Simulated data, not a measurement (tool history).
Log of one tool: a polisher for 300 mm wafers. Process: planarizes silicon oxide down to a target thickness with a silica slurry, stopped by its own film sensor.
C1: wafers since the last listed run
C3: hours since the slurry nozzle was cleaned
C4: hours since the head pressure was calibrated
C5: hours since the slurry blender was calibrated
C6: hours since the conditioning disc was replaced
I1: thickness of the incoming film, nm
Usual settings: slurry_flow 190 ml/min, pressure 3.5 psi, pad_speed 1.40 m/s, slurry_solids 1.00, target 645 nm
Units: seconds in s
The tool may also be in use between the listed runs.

{"run": 1, "hour": 0.0, "slurry_flow": 190, "pressure": 3.5, "pad_speed": 1.4, "slurry_solids": 1.0, "target": 681, "C1": 0, "wafers polished on this pad": 660, "C3": 336.0, "C4": 728.3, "C5": 365.6, "C6": 184.9, "I1": 907.6, "seconds": 64.9}
{"hour": 2.0, "done": "slurry blender recalibrated"}
{"run": 2, "hour": 66.8, "slurry_flow": 190, "pressure": 3.5, "pad_speed": 1.4, "slurry_solids": 1.0, "target": 645, "C1": 499, "wafers polished on this pad": 1159, "C3": 402.8, "C4": 795.1, "C5": 64.8, "C6": 251.7, "I1": 912.8, "seconds": 81.1}
{"hour": 79.5, "done": "slurry nozzle cleaned"}
{"run": 3, "hour": 107.4, "slurry_flow": 190, "pressure": 3.5, "pad_speed": 1.4, "slurry_solids": 1.0, "target": 645, "C1": 305, "wafers polished on this pad": 1465, "C3": 27.9, "C4": 835.7, "C5": 105.4, "C6": 292.3, "I1": 915.6, "seconds": 80.9}
{"run": 4, "hour": 155.1, "slurry_flow": 190, "pressure": 3.5, "pad_speed": 1.4, "slurry_solids": 1.0, "target": 645, "C1": 367, "wafers polished on this pad": 1832, "C3": 75.6, "C4": 883.4, "C5": 153.1, "C6": 340.0, "I1": 905.7, "seconds": 79.8}
{"run": 5, "hour": 201.3, "slurry_flow": 190, "pressure": 3.5, "pad_speed": 1.4, "slurry_solids": 1.0, "target": 645, "C1": 356, "wafers polished on this pad": 2188, "C3": 121.8, "C4": 929.6, "C5": 199.3, "C6": 386.2, "I1": 919.0, "seconds": 85.4}
{"hour": 260.1, "done": "conditioning disc replaced and pad reconditioned"}
{"run": 6, "hour": 263.9, "slurry_flow": 190, "pressure": 3.5, "pad_speed": 1.4, "slurry_solids": 1.0, "target": 645, "C1": 466, "wafers polished on this pad": 2655, "C3": 184.4, "C4": 992.2, "C5": 261.9, "C6": 3.8, "I1": 932.7, "seconds": 80.6}
{"run": 7, "hour": 310.7, "slurry_flow": 190, "pressure": 3.5, "pad_speed": 1.4, "slurry_solids": 0.95, "target": 645, "C1": 360, "wafers polished on this pad": 3016, "C3": 231.2, "C4": 1039.0, "C5": 308.7, "C6": 50.6, "I1": 919.4, "seconds": 79.6}
{"hour": 333.6, "done": "worn pad replaced by a new one"}
{"run": 8, "hour": 355.0, "slurry_flow": 190, "pressure": 3.5, "pad_speed": 1.4, "slurry_solids": 0.95, "target": 645, "C1": 310, "wafers polished on this pad": 164, "C3": 275.5, "C4": 1083.3, "C5": 353.0, "C6": 94.9, "I1": 915.8, "seconds": 78.7}
{"hour": 366.1, "done": "slurry blender recalibrated"}
{"run": 9, "hour": 414.6, "slurry_flow": 190, "pressure": 3.5, "pad_speed": 1.4, "slurry_solids": 1.0, "target": 685, "C1": 443, "wafers polished on this pad": 608, "C3": 335.1, "C4": 1142.9, "C5": 48.5, "C6": 154.5, "I1": 914.0, "seconds": 67.0}
{"hour": 423.7, "done": "slurry nozzle cleaned"}
{"run": 10, "hour": 608.1, "slurry_flow": 190, "pressure": 3.5, "pad_speed": 1.4, "slurry_solids": 1.0, "target": 645, "C1": 1483, "wafers polished on this pad": 2092, "C3": 184.4, "C4": 1336.4, "C5": 242.0, "C6": 348.0, "I1": 910.6, "seconds": 82.4}
{"hour": 620.8, "done": "conditioning disc replaced and pad reconditioned"}
{"hour": 644.5, "done": "head pressure recalibrated"}
{"run": 11, "hour": 651.9, "slurry_flow": 190, "pressure": 2.5, "pad_speed": 1.4, "slurry_solids": 0.7, "target": 726, "C1": 306, "wafers polished on this pad": 2398, "C3": 228.2, "C4": 7.4, "C5": 285.8, "C6": 31.1, "I1": 920.7, "seconds": 91.0}
{"run": 12, "hour": 697.5, "slurry_flow": 225, "pressure": 3.5, "pad_speed": 0.96, "slurry_solids": 1.1, "target": 727, "C1": 351, "wafers polished on this pad": 2750, "C3": 273.8, "C4": 53.0, "C5": 331.4, "C6": 76.7, "I1": 926.9, "seconds": 70.4}

Forecast run 13:
{"hour": 731.6, "done": "worn pad replaced by a new one"}
{"hour": 733.8, "done": "slurry blender recalibrated"}
{"run": 13, "hour": 780.3, "slurry_flow": 190, "pressure": 3.5, "pad_speed": 1.4, "slurry_solids": 1.0, "target": 645, "C1": 591, "wafers polished on this pad": 359, "C3": 356.6, "C4": 135.8, "C5": 46.5, "C6": 159.5, "I1": 909.9, "seconds": "?"}

Run 13 gave seconds 76.9 s.
Without the tool's hidden state the same run would have given seconds 72.4 s.
